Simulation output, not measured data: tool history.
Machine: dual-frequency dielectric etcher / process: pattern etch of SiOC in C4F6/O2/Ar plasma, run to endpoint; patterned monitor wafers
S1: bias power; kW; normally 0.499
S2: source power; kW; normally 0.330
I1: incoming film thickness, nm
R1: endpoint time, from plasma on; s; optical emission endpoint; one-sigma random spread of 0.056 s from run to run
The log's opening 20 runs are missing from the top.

run	hour	S1	S2	I1	R1
21	1242.9	0.533	0.290	36.17	13.1
22	1267.3	0.499	0.270	36.03	14.0
23	1338.5	0.499	0.330	36.35	12.8
24	1398.5	0.499	0.330	36.40	12.8
25	1450.7	0.600	0.360	36.22	11.6
26	1511.2	0.403	0.350	37.16	13.9
27	1540.5	0.499	0.330	36.43	13.1
28	1571.2	0.572	0.310	36.51	13.0
29	1631.8	0.499	0.360	36.50	12.7

Predict the results of run 30:
# hour 1661.8: wet clean of the chamber
30	1679.0	0.612	0.390	35.90	?

Logged for run 30: R1 10.8 s.
Minus the tool's unlogged condition, the same run would have read R1 10.7 s.
